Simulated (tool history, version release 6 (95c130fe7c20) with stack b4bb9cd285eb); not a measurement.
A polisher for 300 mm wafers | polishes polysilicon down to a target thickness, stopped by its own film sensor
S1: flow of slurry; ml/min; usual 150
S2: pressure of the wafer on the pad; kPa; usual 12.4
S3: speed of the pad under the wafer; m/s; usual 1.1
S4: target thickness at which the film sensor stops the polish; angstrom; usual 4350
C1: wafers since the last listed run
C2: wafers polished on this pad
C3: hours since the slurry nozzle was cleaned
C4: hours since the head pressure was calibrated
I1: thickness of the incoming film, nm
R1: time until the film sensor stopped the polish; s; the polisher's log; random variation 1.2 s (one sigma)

| run | hour | S1 | S2 | S3 | S4 | C1 | C2 | C3 | C4 | I1 | R1 |
|---|---|---|---|---|---|---|---|---|---|---|---|
| 1 | 0 | 150 | 12.4 | 1.1 | 4350 | 0 | 772 | 348.4 | 1291.9 | 977.1 | 102.5 |
| 2 | 20.5 | 170 | 12.4 | 1.1 | 4350 | 162 | 935 | 368.9 | 1312.4 | 984.5 | 101.9 |
| 3 | 33.2 | 170 | 12.4 | 1.1 | 4350 | 100 | 1035 | 381.6 | 1325.1 | 959.9 | 96.7 |
|  | 50.7 | worn pad replaced by a new one |
| 4 | 60.8 | 170 | 12.4 | 1.1 | 4350 | 186 | 80 | 409.2 | 1352.7 | 952.9 | 96.2 |
| 5 | 93.8 | 150 | 15.2 | 1.1 | 4350 | 261 | 341 | 442.2 | 1385.7 | 980.9 | 89.2 |
| 6 | 117.7 | 150 | 12.4 | 1.1 | 4350 | 189 | 530 | 466.1 | 1409.6 | 960.5 | 100.7 |
| 7 | 151.2 | 150 | 12.4 | 1.1 | 4350 | 265 | 796 | 499.6 | 1443.1 | 964.2 | 101.5 |
|  | 165 | slurry nozzle cleaned |
| 8 | 178.6 | 150 | 12.4 | 1.1 | 4350 | 209 | 1005 | 13.6 | 1470.5 | 951.8 | 109.6 |
|  | 194.1 | worn pad replaced by a new one |
| 9 | 205.7 | 150 | 12.4 | 1.1 | 4350 | 183 | 91 | 40.7 | 1497.6 | 967.3 | 115.4 |
| 10 | 229.4 | 150 | 12.4 | 1.1 | 4350 | 187 | 279 | 64.4 | 1521.3 | 960.9 | 113.9 |
| 11 | 248.7 | 150 | 12.4 | 1.1 | 4350 | 152 | 432 | 83.7 | 1540.6 | 974.4 | 121.3 |
|  | 250.6 | slurry nozzle cleaned, repeated, since the last time left the tool worse |
| 12 | 263.7 | 115 | 12.4 | 1.1 | 4350 | 110 | 543 | 13.1 | 1555.6 | 982.9 | 104.1 |
|  | 269.1 | head pressure recalibrated |
| 13 | 282.7 | 150 | 9 | 0.92 | 4350 | 134 | 678 | 32.1 | 13.6 | 980.1 | 158.1 |
| 14 | 298.8 | 180 | 12.4 | 1.44 | 3150 | 127 | 805 | 48.2 | 29.7 | 964.7 | 87.9 |
|  | 312.5 | worn pad replaced by a new one |
| 15 | 324.6 | 180 | 12.4 | 1.3 | 4350 | 172 | 95 | 74 | 55.5 | 977.5 | 82.7 |
| 16 | 414.4 | 150 | 11 | 1.38 | 4350 | 711 | 807 | 163.8 | 145.3 | 965.3 | 86.8 |
| 17 | 446 | 150 | 15.9 | 0.94 | 3580 | 250 | 1057 | 195.4 | 176.9 | 976.1 | 108.4 |

5 ways to go on from here, each from the tool as it stands after run 17. What would each give?
| A | 446.5 | 150 | 12.4 | 1.1 | 4350 | 3 | 1061 | 195.9 | 177.4 | 972.1 | ? |
| B | 446.5 | 150 | 12.4 | 1.1 | 6050 | 3 | 1061 | 195.9 | 177.4 | 972.1 | ? |
| C | 446.5 | 190 | 12.4 | 1.1 | 4350 | 3 | 1061 | 195.9 | 177.4 | 972.1 | ? |
| D | 446.5 | 150 | 12.4 | 0.98 | 4350 | 3 | 1061 | 195.9 | 177.4 | 972.1 | ? |
| E | 446.5 | 120 | 12.4 | 1.1 | 3640 | 3 | 1061 | 195.9 | 177.4 | 972.1 | ? |

| run | R1 |
|---|---|
| A | 99.1 |
| B | 67.7 |
| C | 94.5 |
| D | 111.2 |
| E | 119 |
Without the tool's hidden state the same runs would have given:
| run | R1 |
|---|---|
| A | 95.3 |
| B | 65.1 |
| C | 91.6 |
| D | 106.9 |
| E | 113.2 |
